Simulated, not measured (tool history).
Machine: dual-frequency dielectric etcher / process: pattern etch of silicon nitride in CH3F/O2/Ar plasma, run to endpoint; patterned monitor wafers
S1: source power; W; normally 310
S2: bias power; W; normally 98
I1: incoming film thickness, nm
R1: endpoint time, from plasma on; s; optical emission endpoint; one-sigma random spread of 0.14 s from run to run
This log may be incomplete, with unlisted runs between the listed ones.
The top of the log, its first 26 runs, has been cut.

run	hour	S1	S2	I1	R1
27	718.6	310	98	26.49	36.5
28	754.2	270	82	26.64	39.8
29	778.1	310	105	26.53	35.6
30	812.6	350	116	26.54	33.6
31	847.5	310	98	26.68	36.5
32	870.9	310	77	26.47	38.9
33	892.2	390	78	26.47	37.0
34	922.4	270	76	26.52	40.0

What if the next run were any one of these 5? Each begins from the tool's condition after run 34:
A	922.8	310	121	26.61	?
B	922.8	280	98	26.61	?
C	922.8	260	118	26.61	?
D	922.8	390	98	26.61	?
E	922.8	340	104	26.61	?

run	R1
A	33.6
B	36.9
C	35.0
D	34.5
E	34.8
With no hidden state in the tool, these same runs would have given:
run	R1
A	34.8
B	38.1
C	36.2
D	35.7
E	36.0
